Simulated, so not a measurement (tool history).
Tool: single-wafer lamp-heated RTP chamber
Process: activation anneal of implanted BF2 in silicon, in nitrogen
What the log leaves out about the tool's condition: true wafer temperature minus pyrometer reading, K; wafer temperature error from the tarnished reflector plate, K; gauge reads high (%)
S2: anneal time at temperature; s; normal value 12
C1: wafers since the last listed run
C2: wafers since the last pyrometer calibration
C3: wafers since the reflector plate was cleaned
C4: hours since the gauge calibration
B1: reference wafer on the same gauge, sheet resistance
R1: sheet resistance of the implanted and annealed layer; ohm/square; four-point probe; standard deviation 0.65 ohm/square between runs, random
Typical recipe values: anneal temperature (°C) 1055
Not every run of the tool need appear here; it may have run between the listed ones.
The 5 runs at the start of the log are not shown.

Run 6, hour 377.9: usual settings; C1 1596; C2 7905; C3 8141; C4 411.6; B1 234.82. Result: R1 194.57 ohm/square.
Run 7, hour 462.0: usual settings; C1 1333; C2 9239; C3 9474; C4 495.7; B1 235.01. Result: R1 195.91 ohm/square.
At hour 503.8: pyrometer window cleaned and pyrometer calibrated.
Run 8, hour 516.1: usual settings; C1 730; C2 194; C3 10205; C4 549.8; B1 234.98. Result: R1 195.65 ohm/square.
At hour 537.6: reflector plate cleaned.
Run 9, hour 701.7: usual settings; C1 2815; C2 3010; C3 2601; C4 735.4; B1 234.87. Result: R1 195.36 ohm/square.
Run 10, hour 737.8: usual settings but anneal temperature (°C) 1074; C1 572; C2 3582; C3 3173; C4 771.5; B1 235.15. Result: R1 179.21 ohm/square.
Run 11, hour 841.0: usual settings but anneal temperature (°C) 1074; C1 1635; C2 5218; C3 4809; C4 874.7; B1 235.04. Result: R1 180.00 ohm/square.
Run 12, hour 897.1: usual settings but anneal temperature (°C) 1074; C1 889; C2 6107; C3 5698; C4 930.8; B1 235.19. Result: R1 178.59 ohm/square.
Run 13, hour 984.3: usual settings but S2 17 s; C1 1382; C2 7489; C3 7081; C4 1018.0; B1 235.12. Result: R1 185.46 ohm/square.
Run 14, hour 1091.1: usual settings; C1 1692; C2 9182; C3 8774; C4 1124.8; B1 235.05. Result: R1 195.26 ohm/square.
Run 15, hour 1173.8: usual settings; C1 1310; C2 10493; C3 10084; C4 1207.5; B1 235.04. Result: R1 194.75 ohm/square.
At hour 1224.4: pyrometer window cleaned and pyrometer calibrated.
Run 16, hour 1244.3: usual settings but anneal temperature (°C) 1035, S2 10 s; C1 990; C2 315; C3 11075; C4 1278.0; B1 234.95. Result: R1 223.59 ohm/square.
At hour 1269.4: reflector plate cleaned.
Run 17, hour 1336.4: usual settings but S2 15 s; C1 1333; C2 1648; C3 1061; C4 1370.1; B1 234.94. Result: R1 189.08 ohm/square.
Run 18, hour 1383.8: usual settings but anneal temperature (°C) 1045, S2 9 s; C1 751; C2 2399; C3 1812; C4 1417.5; B1 235.14. Result: R1 216.25 ohm/square.

Run 19 has not been measured yet. What should we expect?
Run 19, hour 1442.3: usual settings; C1 927; C2 3327; C3 2740; C4 1476.0; B1 ?. Result: R1 ?.

Run 19 gave B1 234.86, R1 196.53 ohm/square.
On a tool with no hidden condition, and with the same random variation, this run would have come out at R1 196.53 ohm/square.
